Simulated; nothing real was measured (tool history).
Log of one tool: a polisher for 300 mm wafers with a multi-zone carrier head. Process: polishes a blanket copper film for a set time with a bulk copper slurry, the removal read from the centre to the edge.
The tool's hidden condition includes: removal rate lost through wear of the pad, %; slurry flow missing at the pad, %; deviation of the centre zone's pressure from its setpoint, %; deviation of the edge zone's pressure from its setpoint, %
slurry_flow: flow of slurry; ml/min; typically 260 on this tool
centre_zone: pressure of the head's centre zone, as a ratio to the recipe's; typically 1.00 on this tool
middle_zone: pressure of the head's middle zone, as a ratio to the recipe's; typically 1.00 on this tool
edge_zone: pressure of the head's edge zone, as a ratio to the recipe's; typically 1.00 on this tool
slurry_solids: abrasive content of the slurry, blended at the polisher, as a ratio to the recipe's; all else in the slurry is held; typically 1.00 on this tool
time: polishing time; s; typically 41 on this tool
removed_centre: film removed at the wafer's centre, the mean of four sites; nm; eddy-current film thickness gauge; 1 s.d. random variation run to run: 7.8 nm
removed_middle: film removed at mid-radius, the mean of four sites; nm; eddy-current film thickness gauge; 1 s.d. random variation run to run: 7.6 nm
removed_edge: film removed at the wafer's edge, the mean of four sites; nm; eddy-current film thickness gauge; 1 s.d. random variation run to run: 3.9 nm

run   hour  slurry_flow  centre_zone  middle_zone  edge_zone  slurry_solids  time  wafers since the last listed run  wafers polished on this pad  hours since the slurry nozzle was cleaned  hours since the centre zone pressure was calibrated  hours since the edge zone pressure was calibrated  hours since the carrier head's membrane was replaced  incoming thickness of the incoming film, nm  removed_centre  removed_middle  removed_edge
  1    0.0          260         1.00         1.00       0.97           1.00    41                                 0                          232                                      294.8                                                783.9                                             1352.2                                                 470.4                                       2736.7           527.6           511.5         528.5
       6.5  -- edge zone pressure recalibrated
  2    7.2          260         1.00         1.00       0.97           1.00    41                                49                          282                                      302.0                                                791.1                                                0.7                                                 477.6                                       2714.7           524.9           521.0         518.5
      17.5  -- slurry nozzle cleaned
  3   19.8          345         0.93         1.00       1.00           0.70    47                               109                          392                                        2.3                                                803.7                                               13.3                                                 490.2                                       2721.6           551.9           568.6         570.6
  4   33.3          260         1.00         1.00       1.00           1.00    50                               127                          520                                       15.8                                                817.2                                               26.8                                                 503.7                                       2691.7           638.6           605.6         636.7
  5   40.2          260         1.00         1.00       1.00           1.00    41                                65                          585                                       22.7                                                824.1                                               33.7                                                 510.6                                       2729.1           527.2           513.4         512.4
  6   58.2          260         1.00         1.00       1.00           0.85    41                               170                          756                                       40.7                                                842.1                                               51.7                                                 528.6                                       2699.6           501.7           484.2         493.4
  7   67.9          260         1.00         1.00       1.00           1.00    41                                91                          848                                       50.4                                                851.8                                               61.4                                                 538.3                                       2732.5           506.7           494.8         510.6
  8   82.6          260         1.11         1.09       1.00           1.15    54                               139                          987                                       65.1                                                866.5                                               76.1                                                 553.0                                       2745.3           755.0           734.6         674.4
  9   94.6          260         1.04         0.90       1.00           1.00    41                               113                         1101                                       77.1                                                878.5                                               88.1                                                 565.0                                       2727.3           518.8           435.1         503.5
     102.2  -- centre zone pressure recalibrated
 10  107.8          185         0.91         0.93       1.00           1.20    41                               106                         1207                                       90.3                                                  5.6                                              101.3                                                 578.2                                       2722.9           463.0           446.6         502.9
     124.0  -- worn pad replaced by a new one
     128.9  -- carrier head's membrane replaced by a new one
 11  129.4          260         1.00         0.89       1.00           1.00    41                               119                            4                                      111.9                                                 27.2                                              122.9                                                   0.5                                       2720.9           533.2           464.7         535.9
 12  129.8          285         1.00         1.11       1.00           1.00    33                                 3                            8                                      112.3                                                 27.6                                              123.3                                                   0.9                                       2742.8           439.0           461.7         429.8
 13  136.6          230         1.00         1.07       1.00           1.00    41                                64                           72                                      119.1                                                 34.4                                              130.1                                                   7.7                                       2712.4           513.3           542.2         525.8
 14  150.5          260         0.91         1.00       1.07           1.25    41                               131                          204                                      133.0                                                 48.3                                              144.0                                                  21.6                                       2740.8           526.9           543.0         570.2
 15  164.1          260         0.97         1.08       1.00           1.00    41                               128                          333                                      146.6                                                 61.9                                              157.6                                                  35.2                                       2770.4           513.4           556.2         529.0
 16  179.4          330         1.00         1.00       1.00           1.25    41                               145                          478                                      161.9                                                 77.2                                              172.9                                                  50.5                                       2723.9           562.9           541.1         550.2
 17  190.8          260         1.04         1.00       1.00           0.85    41                               108                          586                                      173.3                                                 88.6                                              184.3                                                  61.9                                       2752.9           507.9           473.5         501.8
 18  200.5          260         1.00         1.00       1.00           1.00    41                                91                          678                                      183.0                                                 98.3                                              194.0                                                  71.6                                       2744.0           520.6           495.5         512.4
 19  211.6          290         1.00         1.07       1.00           1.25    52                               105                          783                                      194.1                                                109.4                                              205.1                                                  82.7                                       2769.7           689.9           701.3         681.1
 20  219.6          260         1.00         1.00       1.00           1.00    41                                75                          859                                      202.1                                                117.4                                              213.1                                                  90.7                                       2736.2           522.1           488.3         506.8
 21  229.2          350         1.00         1.00       1.00           1.00    28                                91                          950                                      211.7                                                127.0                                              222.7                                                 100.3                                       2705.4           368.1           350.1         351.1
 22  245.1          300         1.00         1.00       1.00           1.00    41                               150                         1101                                      227.6                                                142.9                                              238.6                                                 116.2                                       2732.4           507.7           484.6         508.0

What if the next run were any one of these 4? Each begins from the tool's condition after run 22:
  A  245.5          260         1.00         1.00       1.00           1.25    41                                 3                         1105                                      228.0                                                143.3                                              239.0                                                 116.6                                       2670.7               ?               ?             ?
  B  245.5          215         1.00         1.00       1.00           1.25    51                                 3                         1105                                      228.0                                                143.3                                              239.0                                                 116.6                                       2670.7               ?               ?             ?
  C  245.5          340         1.00         1.00       0.91           1.00    53                                 3                         1105                                      228.0                                                143.3                                              239.0                                                 116.6                                       2670.7               ?               ?             ?
  D  245.5          310         0.91         1.00       1.00           1.00    41                                 3                         1105                                      228.0                                                143.3                                              239.0                                                 116.6                                       2670.7               ?               ?             ?

run  removed_centre  removed_middle  removed_edge
  A           541.2           508.5         518.1
  B           653.9           616.3         632.0
  C           688.2           644.7         628.3
  D           489.9           494.5         501.3
Without the tool's unlogged condition, the same runs would have read:
run  removed_centre  removed_middle  removed_edge
  A           578.5           543.6         553.8
  B           698.9           658.7         675.5
  C           735.7           689.1         671.6
  D           523.6           528.6         535.9
